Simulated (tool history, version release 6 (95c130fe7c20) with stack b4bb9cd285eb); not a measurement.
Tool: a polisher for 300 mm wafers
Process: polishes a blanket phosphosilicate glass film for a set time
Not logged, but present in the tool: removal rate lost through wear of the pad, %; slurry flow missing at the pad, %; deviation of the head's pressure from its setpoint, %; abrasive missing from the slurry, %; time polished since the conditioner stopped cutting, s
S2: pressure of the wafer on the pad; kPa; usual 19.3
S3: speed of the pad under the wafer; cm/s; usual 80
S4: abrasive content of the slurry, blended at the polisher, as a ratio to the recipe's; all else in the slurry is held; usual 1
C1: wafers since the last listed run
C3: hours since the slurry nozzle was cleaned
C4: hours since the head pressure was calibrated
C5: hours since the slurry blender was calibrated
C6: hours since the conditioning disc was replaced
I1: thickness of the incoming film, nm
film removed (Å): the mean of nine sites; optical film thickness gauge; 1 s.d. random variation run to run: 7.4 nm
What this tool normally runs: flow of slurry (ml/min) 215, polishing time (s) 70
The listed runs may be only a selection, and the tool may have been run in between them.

{"run": 1, "day": 0.0, "flow of slurry (ml/min)": 215, "S2": 19.3, "S3": 80, "S4": 1, "polishing time (s)": 70, "C1": 0, "wafers polished on this pad": 2533, "C3": 239.8, "C4": 898.6, "C5": 42, "C6": 297.5, "I1": 3469.3, "film removed (Å)": 4473}
{"day": 0.367, "done": "worn pad replaced by a new one"}
{"day": 5.171, "done": "slurry nozzle cleaned"}
{"day": 5.733, "done": "conditioning disc replaced and pad reconditioned"}
{"run": 2, "day": 5.846, "flow of slurry (ml/min)": 215, "S2": 17.9, "S3": 80, "S4": 1, "polishing time (s)": 70, "C1": 947, "wafers polished on this pad": 912, "C3": 16.2, "C4": 1038.9, "C5": 182.3, "C6": 2.7, "I1": 3440, "film removed (Å)": 4843}
{"run": 3, "day": 8.525, "flow of slurry (ml/min)": 215, "S2": 17.9, "S3": 80, "S4": 1, "polishing time (s)": 70, "C1": 456, "wafers polished on this pad": 1369, "C3": 80.5, "C4": 1103.2, "C5": 246.6, "C6": 67, "I1": 3440.8, "film removed (Å)": 4528}
{"day": 9.962, "done": "head pressure recalibrated"}
{"run": 4, "day": 12.371, "flow of slurry (ml/min)": 215, "S2": 19.3, "S3": 80, "S4": 1, "polishing time (s)": 70, "C1": 641, "wafers polished on this pad": 2010, "C3": 172.8, "C4": 57.8, "C5": 338.9, "C6": 159.3, "I1": 3467.2, "film removed (Å)": 4567}
{"day": 13.888, "done": "worn pad replaced by a new one"}
{"day": 15.4, "done": "slurry blender recalibrated"}
{"run": 5, "day": 15.508, "flow of slurry (ml/min)": 215, "S2": 19.3, "S3": 80, "S4": 1, "polishing time (s)": 70, "C1": 492, "wafers polished on this pad": 262, "C3": 248.1, "C4": 133.1, "C5": 2.6, "C6": 234.6, "I1": 3425.6, "film removed (Å)": 4674}
{"run": 6, "day": 19.021, "flow of slurry (ml/min)": 215, "S2": 19.3, "S3": 80, "S4": 1, "polishing time (s)": 70, "C1": 598, "wafers polished on this pad": 861, "C3": 332.4, "C4": 217.4, "C5": 86.9, "C6": 318.9, "I1": 3457.6, "film removed (Å)": 4599}
{"run": 7, "day": 20.617, "flow of slurry (ml/min)": 215, "S2": 19.3, "S3": 80, "S4": 1, "polishing time (s)": 70, "C1": 272, "wafers polished on this pad": 1133, "C3": 370.7, "C4": 255.7, "C5": 125.2, "C6": 357.2, "I1": 3477.6, "film removed (Å)": 4452}
{"day": 21.121, "done": "slurry nozzle cleaned"}
{"day": 23.425, "done": "conditioning disc replaced and pad reconditioned"}
{"day": 30.171, "done": "worn pad replaced by a new one"}
{"day": 32.129, "done": "slurry blender recalibrated"}
{"run": 8, "day": 33.117, "flow of slurry (ml/min)": 215, "S2": 19.3, "S3": 80, "S4": 1, "polishing time (s)": 70, "C1": 2067, "wafers polished on this pad": 488, "C3": 287.9, "C4": 555.7, "C5": 23.7, "C6": 232.6, "I1": 3377.8, "film removed (Å)": 4557}
{"run": 9, "day": 34.742, "flow of slurry (ml/min)": 215, "S2": 19.3, "S3": 80, "S4": 1, "polishing time (s)": 70, "C1": 277, "wafers polished on this pad": 765, "C3": 326.9, "C4": 594.7, "C5": 62.7, "C6": 271.6, "I1": 3407.9, "film removed (Å)": 4471}
{"day": 35.488, "done": "slurry nozzle cleaned"}
{"run": 10, "day": 36.896, "flow of slurry (ml/min)": 250, "S2": 19.3, "S3": 80, "S4": 1, "polishing time (s)": 70, "C1": 360, "wafers polished on this pad": 1125, "C3": 33.8, "C4": 646.4, "C5": 114.4, "C6": 323.3, "I1": 3401.3, "film removed (Å)": 4650}
{"run": 11, "day": 40.342, "flow of slurry (ml/min)": 160, "S2": 15.9, "S3": 88, "S4": 1, "polishing time (s)": 60, "C1": 587, "wafers polished on this pad": 1713, "C3": 116.5, "C4": 729.1, "C5": 197.1, "C6": 406, "I1": 3368.7, "film removed (Å)": 3425}
{"day": 42.071, "done": "conditioning disc replaced and pad reconditioned"}
{"run": 12, "day": 42.438, "flow of slurry (ml/min)": 245, "S2": 22.8, "S3": 80, "S4": 1.15, "polishing time (s)": 70, "C1": 343, "wafers polished on this pad": 2056, "C3": 166.8, "C4": 779.4, "C5": 247.4, "C6": 8.8, "I1": 3399.5, "film removed (Å)": 6143}
{"day": 43.067, "done": "worn pad replaced by a new one"}
{"run": 13, "day": 44.179, "flow of slurry (ml/min)": 270, "S2": 19.3, "S3": 80, "S4": 0.75, "polishing time (s)": 70, "C1": 268, "wafers polished on this pad": 189, "C3": 208.6, "C4": 821.2, "C5": 289.2, "C6": 50.6, "I1": 3444.4, "film removed (Å)": 4242}
{"day": 47.579, "done": "slurry nozzle cleaned"}
{"run": 14, "day": 48.612, "flow of slurry (ml/min)": 215, "S2": 19.3, "S3": 92, "S4": 0.75, "polishing time (s)": 70, "C1": 748, "wafers polished on this pad": 938, "C3": 24.8, "C4": 927.6, "C5": 395.6, "C6": 157, "I1": 3420.5, "film removed (Å)": 4362}
{"day": 49.412, "done": "head pressure recalibrated"}
{"run": 15, "day": 52.138, "flow of slurry (ml/min)": 215, "S2": 19.3, "S3": 80, "S4": 1.25, "polishing time (s)": 70, "C1": 586, "wafers polished on this pad": 1525, "C3": 109.4, "C4": 65.4, "C5": 480.2, "C6": 241.6, "I1": 3420, "film removed (Å)": 4954}
{"day": 53.9, "done": "slurry blender recalibrated"}
{"day": 56.412, "done": "worn pad replaced by a new one"}
{"run": 16, "day": 56.625, "flow of slurry (ml/min)": 215, "S2": 19.3, "S3": 80, "S4": 1, "polishing time (s)": 70, "C1": 722, "wafers polished on this pad": 35, "C3": 217.1, "C4": 173.1, "C5": 65.4, "C6": 349.3, "I1": 3477, "film removed (Å)": 4442}
{"run": 17, "day": 59.375, "flow of slurry (ml/min)": 215, "S2": 17.9, "S3": 80, "S4": 1, "polishing time (s)": 70, "C1": 468, "wafers polished on this pad": 504, "C3": 283.1, "C4": 239.1, "C5": 131.4, "C6": 415.3, "I1": 3430.3, "film removed (Å)": 4123}
{"day": 60.679, "done": "conditioning disc replaced and pad reconditioned"}
{"day": 60.862, "done": "slurry nozzle cleaned"}
{"run": 18, "day": 63.283, "flow of slurry (ml/min)": 215, "S2": 19.3, "S3": 80, "S4": 1, "polishing time (s)": 70, "C1": 645, "wafers polished on this pad": 1149, "C3": 58.1, "C4": 332.9, "C5": 225.2, "C6": 62.5, "I1": 3392.1, "film removed (Å)": 4922}
{"run": 19, "day": 65.954, "flow of slurry (ml/min)": 185, "S2": 17.2, "S3": 108, "S4": 1, "polishing time (s)": 54, "C1": 455, "wafers polished on this pad": 1605, "C3": 122.2, "C4": 397, "C5": 289.3, "C6": 126.6, "I1": 3409.8, "film removed (Å)": 3896}
{"run": 20, "day": 67.792, "flow of slurry (ml/min)": 190, "S2": 19.3, "S3": 80, "S4": 1, "polishing time (s)": 87, "C1": 313, "wafers polished on this pad": 1918, "C3": 166.3, "C4": 441.1, "C5": 333.4, "C6": 170.7, "I1": 3397.8, "film removed (Å)": 5528}
{"run": 21, "day": 70.912, "flow of slurry (ml/min)": 160, "S2": 23.4, "S3": 102, "S4": 1, "polishing time (s)": 70, "C1": 532, "wafers polished on this pad": 2450, "C3": 241.2, "C4": 516, "C5": 408.3, "C6": 245.6, "I1": 3441.1, "film removed (Å)": 5819}

The tool's hidden state at each run:
removal rate lost through wear of the pad, %: 0 on each run
slurry flow missing at the pad, %: 0 on each run
deviation of the head's pressure from its setpoint, %: 0 on each run
abrasive missing from the slurry, %: 0 on each run
H1: time polished since the conditioner stopped cutting, s
run=1 H1=364
run=2 H1=35.3
run=3 H1=173
run=4 H1=293
run=5 H1=351
run=6 H1=389
run=7 H1=401
run=8 H1=325
run=9 H1=346
run=10 H1=366
run=11 H1=388
run=12 H1=84.5
run=13 H1=177
run=14 H1=325
run=15 H1=388
run=16 H1=432
run=17 H1=447
run=18 H1=169
run=19 H1=263
run=20 H1=308
run=21 H1=361

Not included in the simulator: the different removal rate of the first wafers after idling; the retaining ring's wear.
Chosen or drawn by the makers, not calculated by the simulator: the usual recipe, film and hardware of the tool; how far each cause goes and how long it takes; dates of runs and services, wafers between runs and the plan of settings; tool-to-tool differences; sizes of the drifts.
